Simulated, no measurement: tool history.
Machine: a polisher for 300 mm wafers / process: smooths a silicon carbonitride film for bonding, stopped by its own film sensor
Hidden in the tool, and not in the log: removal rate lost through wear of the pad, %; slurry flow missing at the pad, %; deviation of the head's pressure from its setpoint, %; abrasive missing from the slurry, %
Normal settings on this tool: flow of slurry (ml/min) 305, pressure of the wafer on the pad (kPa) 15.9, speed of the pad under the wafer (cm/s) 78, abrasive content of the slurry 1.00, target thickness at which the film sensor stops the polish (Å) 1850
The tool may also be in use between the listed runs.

| run | hour | flow of slurry (ml/min) | pressure of the wafer on the pad (kPa) | speed of the pad under the wafer (cm/s) | abrasive content of the slurry | target thickness at which the film sensor stops the polish (Å) | wafers since the last listed run | wafers polished on this pad | hours since the slurry nozzle was cleaned | hours since the head pressure was calibrated | hours since the slurry blender was calibrated | incoming thickness of the incoming film, nm | time until the film sensor stopped the polish (s) |
|---|---|---|---|---|---|---|---|---|---|---|---|---|---|
| 1 | 0.0 | 305 | 15.9 | 78 | 1.00 | 1850 | 0 | 597 | 61.2 | 493.1 | 140.4 | 208.2 | 90.0 |
| 2 | 10.6 | 305 | 15.9 | 78 | 1.00 | 1850 | 128 | 725 | 71.8 | 503.7 | 151.0 | 206.6 | 82.4 |
| 3 | 25.1 | 305 | 15.9 | 78 | 1.00 | 1850 | 175 | 901 | 86.3 | 518.2 | 165.5 | 208.2 | 89.1 |
| 4 | 42.0 | 305 | 15.9 | 78 | 1.00 | 1850 | 204 | 1106 | 103.2 | 535.1 | 182.4 | 214.4 | 111.5 |
| 5 | 49.5 | 305 | 17.9 | 78 | 1.00 | 1850 | 90 | 1196 | 110.7 | 542.6 | 189.9 | 214.0 | 101.2 |
|  | 63.4 | worn pad replaced by a new one |
| 6 | 72.3 | 305 | 17.9 | 78 | 1.00 | 1850 | 227 | 107 | 133.5 | 565.4 | 212.7 | 210.2 | 85.5 |
| 7 | 88.5 | 305 | 15.9 | 78 | 1.00 | 1850 | 196 | 303 | 149.7 | 581.6 | 228.9 | 210.3 | 99.7 |
| 8 | 100.7 | 305 | 15.9 | 78 | 1.00 | 1850 | 147 | 451 | 161.9 | 593.8 | 241.1 | 212.9 | 108.3 |
| 9 | 116.1 | 305 | 15.9 | 78 | 1.00 | 1850 | 186 | 637 | 177.3 | 609.2 | 256.5 | 211.8 | 104.7 |
|  | 124.3 | head pressure recalibrated |
| 10 | 152.7 | 305 | 15.9 | 78 | 1.00 | 1850 | 418 | 1056 | 213.9 | 28.4 | 293.1 | 206.9 | 70.1 |
|  | 156.3 | slurry blender recalibrated |
| 11 | 166.4 | 305 | 15.9 | 78 | 1.00 | 1850 | 141 | 1198 | 227.6 | 42.1 | 10.1 | 207.0 | 70.1 |
|  | 173.9 | worn pad replaced by a new one |
| 12 | 179.1 | 305 | 15.9 | 78 | 0.85 | 1850 | 105 | 62 | 240.3 | 54.8 | 22.8 | 209.6 | 85.6 |
| 13 | 185.7 | 305 | 15.9 | 58 | 1.30 | 1850 | 79 | 142 | 246.9 | 61.4 | 29.4 | 210.0 | 93.5 |
| 14 | 196.8 | 305 | 15.9 | 78 | 1.00 | 1850 | 134 | 277 | 258.0 | 72.5 | 40.5 | 206.9 | 71.6 |
|  | 210.3 | head pressure recalibrated, repeated, since the last time left the tool worse |
| 15 | 210.8 | 305 | 15.9 | 78 | 1.00 | 1850 | 145 | 422 | 272.0 | 0.5 | 54.5 | 209.7 | 87.0 |
| 16 | 219.0 | 305 | 11.0 | 62 | 1.00 | 1770 | 99 | 521 | 280.2 | 8.7 | 62.7 | 205.8 | 170.6 |
| 17 | 232.6 | 305 | 15.9 | 70 | 0.80 | 1850 | 164 | 686 | 293.8 | 22.3 | 76.3 | 212.2 | 115.2 |
| 18 | 244.0 | 395 | 12.4 | 78 | 0.85 | 1880 | 138 | 824 | 305.2 | 33.7 | 87.7 | 210.3 | 106.4 |
| 19 | 252.9 | 205 | 20.7 | 78 | 1.00 | 1850 | 107 | 932 | 314.1 | 42.6 | 96.6 | 210.2 | 75.2 |
| 20 | 260.4 | 350 | 18.6 | 78 | 1.25 | 1780 | 90 | 1022 | 321.6 | 50.1 | 104.1 | 208.0 | 86.8 |
| 21 | 270.6 | 305 | 15.9 | 78 | 1.00 | 1850 | 123 | 1146 | 331.8 | 60.3 | 114.3 | 212.4 | 100.4 |
|  | 278.6 | worn pad replaced by a new one |
| 22 | 284.4 | 305 | 18.6 | 78 | 1.00 | 1760 | 118 | 70 | 345.6 | 74.1 | 128.1 | 209.3 | 107.4 |
|  | 286.1 | slurry nozzle cleaned |
| 23 | 328.1 | 305 | 13.1 | 78 | 1.15 | 1850 | 516 | 587 | 42.0 | 117.8 | 171.8 | 212.0 | 110.0 |
| 24 | 337.8 | 305 | 17.9 | 78 | 1.00 | 1850 | 117 | 704 | 51.7 | 127.5 | 181.5 | 208.1 | 77.0 |
| 25 | 351.0 | 240 | 15.9 | 62 | 1.00 | 1850 | 159 | 864 | 64.9 | 140.7 | 194.7 | 212.5 | 126.3 |

What does the tool deliver on the next run?
| 26 | 366.0 | 370 | 11.7 | 78 | 1.00 | 1850 | 181 | 1045 | 79.9 | 155.7 | 209.7 | 210.2 | ? |

{"run 26": {"time until the film sensor stopped the polish (s)": 121.9}}
Take away the tool's hidden state, keep the run-to-run variation as it was, and the same run would have given time until the film sensor stopped the polish (s) 117.5.
